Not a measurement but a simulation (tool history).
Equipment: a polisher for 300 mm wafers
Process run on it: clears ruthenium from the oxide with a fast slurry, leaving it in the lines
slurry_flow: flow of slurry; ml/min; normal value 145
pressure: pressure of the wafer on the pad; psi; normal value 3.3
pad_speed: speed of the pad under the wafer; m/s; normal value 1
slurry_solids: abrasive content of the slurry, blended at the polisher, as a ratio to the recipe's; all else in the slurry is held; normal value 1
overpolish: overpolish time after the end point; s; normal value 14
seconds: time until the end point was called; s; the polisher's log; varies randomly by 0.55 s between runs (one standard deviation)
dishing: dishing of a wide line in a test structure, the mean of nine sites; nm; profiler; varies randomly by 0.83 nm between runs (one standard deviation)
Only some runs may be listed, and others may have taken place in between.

run,hour,slurry_flow,pressure,pad_speed,slurry_solids,overpolish,wafers since the last listed run,wafers polished on this pad,hours since the slurry nozzle was cleaned,hours since the head pressure was calibrated,hours since the slurry blender was calibrated,"incoming thickness of the incoming film, nm",seconds,dishing
1,0,145,3.3,1,1.15,14,0,469,350.2,930,283.4,162.4,32.4,60.6
2,8.5,145,3.3,1,1.25,14,118,587,358.7,938.5,291.9,158.6,30.7,62.2
3,24.2,145,3.3,1,1.25,14,218,806,374.4,954.2,307.6,161.8,32.4,61.8
4,37.5,145,3.3,1,1.25,14,185,991,387.7,967.5,320.9,160.6,31.2,61.4
5,54,145,3.3,1,1,14,229,1221,404.2,984,337.4,158.2,34.1,56.7
# hour 62.9: worn pad replaced by a new one
6,65.2,145,3.3,1,1,14,100,31,415.4,995.2,348.6,161.5,35.2,57.7
7,71.3,145,3.3,1,1,14,84,116,421.5,1001.3,354.7,159.8,35.4,55.9
8,88.4,145,2.8,1,1,14,237,354,438.6,1018.4,371.8,162.7,41.6,49.1
# hour 101.7: slurry blender recalibrated
9,102.2,145,3.3,1,1,14,164,518,452.4,1032.2,0.5,160.1,35.5,56.8
10,110.8,145,3.3,1,1,14,119,638,461,1040.8,9.1,161,35.3,56.3
# hour 118.4: slurry nozzle cleaned
11,119.9,145,3.3,1,1,14,112,751,1.5,1049.9,18.2,161.9,30.1,63.6
12,133.3,130,3.9,0.74,1,14,186,937,14.9,1063.3,31.6,161.9,36.5,53.4
# hour 157: worn pad replaced by a new one
13,178.4,145,3.3,1,1.15,6,572,298,60,1108.4,76.7,159.9,29.3,30.7
# hour 195.4: head pressure recalibrated
14,230,195,2.3,1,1.1,14,690,988,111.6,34.6,128.3,161,40.3,51
# hour 234.1: worn pad replaced by a new one
15,237.7,145,3.3,1.2,1.15,14,51,50,119.3,42.3,136,157.5,24,76.1
16,269.2,100,4,1,1,14,438,488,150.8,73.8,167.5,158.9,28.6,65.3
17,283.1,145,3.3,1,1,14,193,682,164.7,87.7,181.4,160.4,31.9,61.4
18,291.2,145,3.3,1,1,14,112,795,172.8,95.8,189.5,160.3,32.5,61.8
19,304.2,190,3.3,1,1,14,180,975,185.8,108.8,202.5,160.9,29.9,63.8
# hour 317.6: worn pad replaced by a new one
20,318.1,145,3.3,1.28,1,14,137,7,199.7,122.7,216.4,160.3,25,72.7
21,321.6,190,3.3,1,1,14,48,56,203.2,126.2,219.9,160.5,30.4,64.8

Difference, measured minus no-hidden-state, one row per run. Run-to-run variation is common to both terms; the gauge's own scatter need not be:
The tool's hidden condition here consists of: removal rate lost through wear of the pad, %; slurry flow missing at the pad, %; deviation of the head's pressure from its setpoint, %; abrasive missing from the slurry, %.
run,seconds,dishing
1,+3.3,-5.7
2,+3.1,-6
3,+3.5,-6.4
4,+3.6,-6.7
5,+4.1,-6.6
6,+4.4,-7
7,+4.5,-7
8,+5.6,-6.6
9,+5,-7.9
10,+5.1,-8.1
11,+0.3,-0.5
12,+0.5,-0.7
13,+0.6,-0.6
14,+0.9,-1.1
15,+0.8,-2.1
16,+1.6,-3.3
17,+1.3,-2.3
18,+1.4,-2.5
19,+1.1,-2.1
20,+1.3,-3.1
21,+1.2,-2.3
